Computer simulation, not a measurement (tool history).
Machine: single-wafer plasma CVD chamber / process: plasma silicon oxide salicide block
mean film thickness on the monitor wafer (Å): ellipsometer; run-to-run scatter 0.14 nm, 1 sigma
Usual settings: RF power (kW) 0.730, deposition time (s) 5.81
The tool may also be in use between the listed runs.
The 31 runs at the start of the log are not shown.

run,hour,RF power (kW),deposition time (s),wafers since the last listed run,hours since the last RF generator calibration,hours since the showerhead was replaced,hours since the gauge calibration,"read-back reference wafer on the same gauge, thickness_nm",mean film thickness on the monitor wafer (Å)
32,2833.7,0.590,6.47,998,1286.9,176.6,937.9,64.461,611.80
33,2915.8,0.640,6.17,1276,1369.0,258.7,1020.0,64.415,602.77
34,2959.7,0.730,5.81,682,1412.9,302.6,1063.9,64.393,596.09
35,3057.0,0.665,6.69,1512,1510.2,399.9,1161.2,64.367,659.64
36,3148.8,0.840,6.39,1427,1602.0,491.7,1253.0,64.400,689.56
37,3206.9,0.730,5.81,903,1660.1,549.8,1311.1,64.425,591.63
38,3267.2,0.810,6.93,937,1720.4,610.1,1371.4,64.358,733.73
39,3303.3,0.730,5.81,561,1756.5,646.2,1407.5,64.410,592.88
40,3364.5,0.730,5.81,951,1817.7,707.4,1468.7,64.391,589.76
41,3466.9,0.730,5.81,1592,1920.1,809.8,1571.1,64.389,590.35
42,3560.9,0.730,5.81,1461,2014.1,903.8,1665.1,64.418,589.26
43,3621.8,0.595,5.09,946,2075.0,964.7,1726.0,64.395,473.63
# hour 3728.7: RF generator calibrated
44,3729.2,0.865,5.09,1545,0.5,1072.1,1833.4,64.379,561.37
45,3791.1,0.680,6.65,962,62.4,1134.0,1895.3,64.384,670.15

Predict each of these 3 candidate next runs independently; none follows another, all start after run 45:
A,3791.5,0.680,5.81,6,62.8,1134.4,1895.7,?,?
B,3791.5,0.825,5.81,6,62.8,1134.4,1895.7,?,?
C,3791.5,0.590,4.98,6,62.8,1134.4,1895.7,?,?

run,"read-back reference wafer on the same gauge, thickness_nm",mean film thickness on the monitor wafer (Å)
A,64.388,585.28
B,64.388,630.01
C,64.388,473.93
What these runs would have given with no unlogged condition in the tool:
run,mean film thickness on the monitor wafer (Å)
A,586.96
B,631.81
C,475.29

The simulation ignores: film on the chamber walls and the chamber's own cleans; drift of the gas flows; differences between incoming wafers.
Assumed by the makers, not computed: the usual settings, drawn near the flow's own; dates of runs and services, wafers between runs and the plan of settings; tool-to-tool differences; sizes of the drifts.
